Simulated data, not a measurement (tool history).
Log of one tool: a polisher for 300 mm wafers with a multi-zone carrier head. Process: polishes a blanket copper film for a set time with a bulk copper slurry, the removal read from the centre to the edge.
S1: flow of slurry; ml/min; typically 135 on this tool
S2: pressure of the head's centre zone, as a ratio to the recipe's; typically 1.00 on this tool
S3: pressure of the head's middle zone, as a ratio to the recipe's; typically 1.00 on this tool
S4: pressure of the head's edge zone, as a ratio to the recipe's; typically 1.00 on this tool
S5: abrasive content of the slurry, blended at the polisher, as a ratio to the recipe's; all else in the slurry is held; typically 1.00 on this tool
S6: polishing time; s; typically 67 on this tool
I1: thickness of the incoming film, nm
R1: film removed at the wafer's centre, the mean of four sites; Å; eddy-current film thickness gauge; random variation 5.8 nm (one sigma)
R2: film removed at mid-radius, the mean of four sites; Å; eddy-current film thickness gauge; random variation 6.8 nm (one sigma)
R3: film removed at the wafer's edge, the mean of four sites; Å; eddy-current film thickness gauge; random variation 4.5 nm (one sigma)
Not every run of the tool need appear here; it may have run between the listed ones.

run 1 day=0.000 | S1=135 S2=1.00 S3=1.00 S4=1.08 S5=1.00 S6=67 | I1=2432.8 | R1=5381 R2=5412 R3=5349
run 2 day=2.171 | S1=135 S2=1.00 S3=1.04 S4=0.93 S5=1.25 S6=89 | I1=2453.5 | R1=7556 R2=7825 R3=7030
run 3 day=3.779 | S1=135 S2=0.96 S3=1.00 S4=0.97 S5=1.00 S6=67 | I1=2426.1 | R1=5035 R2=5378 R3=5083
-- day=6.983 worn pad replaced by a new one
run 4 day=7.092 | S1=110 S2=1.00 S3=1.00 S4=1.00 S5=1.30 S6=67 | I1=2432.7 | R1=5406 R2=5386 R3=5339
run 5 day=9.729 | S1=120 S2=1.00 S3=1.11 S4=1.00 S5=1.00 S6=67 | I1=2421.3 | R1=5190 R2=5659 R3=5106
run 6 day=11.821 | S1=135 S2=1.00 S3=1.00 S4=1.00 S5=1.00 S6=82 | I1=2437.5 | R1=6365 R2=6587 R3=6434
-- day=12.729 centre zone pressure recalibrated
run 7 day=15.492 | S1=135 S2=1.00 S3=1.00 S4=1.08 S5=1.00 S6=67 | I1=2473.4 | R1=5320 R2=5397 R3=5322
run 8 day=18.058 | S1=135 S2=0.96 S3=1.00 S4=0.97 S5=1.00 S6=67 | I1=2420.1 | R1=5137 R2=5378 R3=5118
-- day=18.654 slurry nozzle cleaned
run 9 day=20.996 | S1=135 S2=1.12 S3=1.00 S4=1.00 S5=0.85 S6=83 | I1=2441.8 | R1=6969 R2=6316 R3=6209
-- day=21.196 edge zone pressure recalibrated
run 10 day=23.554 | S1=135 S2=1.00 S3=1.00 S4=1.00 S5=1.00 S6=67 | I1=2463.1 | R1=5293 R2=5449 R3=5187
run 11 day=27.188 | S1=135 S2=1.00 S3=1.00 S4=1.00 S5=1.00 S6=67 | I1=2485.5 | R1=5341 R2=5314 R3=5084
-- day=29.196 worn pad replaced by a new one
run 12 day=30.079 | S1=100 S2=1.00 S3=0.97 S4=1.08 S5=1.00 S6=55 | I1=2424.6 | R1=3982 R2=4002 R3=4192
run 13 day=33.358 | S1=135 S2=1.00 S3=1.00 S4=1.00 S5=1.00 S6=78 | I1=2404.5 | R1=6111 R2=6141 R3=6086

What will run 14 give?
run 14 day=35.546 | S1=135 S2=1.00 S3=1.00 S4=1.00 S5=0.90 S6=67 | I1=2464.1 | R1=? R2=? R3=?

Run 14 produced R1 5168 Å, R2 5229 Å, R3 5030 Å.
The same run, on a tool lacking any hidden state, would have yielded R1 5168 Å, R2 5229 Å, R3 5030 Å.

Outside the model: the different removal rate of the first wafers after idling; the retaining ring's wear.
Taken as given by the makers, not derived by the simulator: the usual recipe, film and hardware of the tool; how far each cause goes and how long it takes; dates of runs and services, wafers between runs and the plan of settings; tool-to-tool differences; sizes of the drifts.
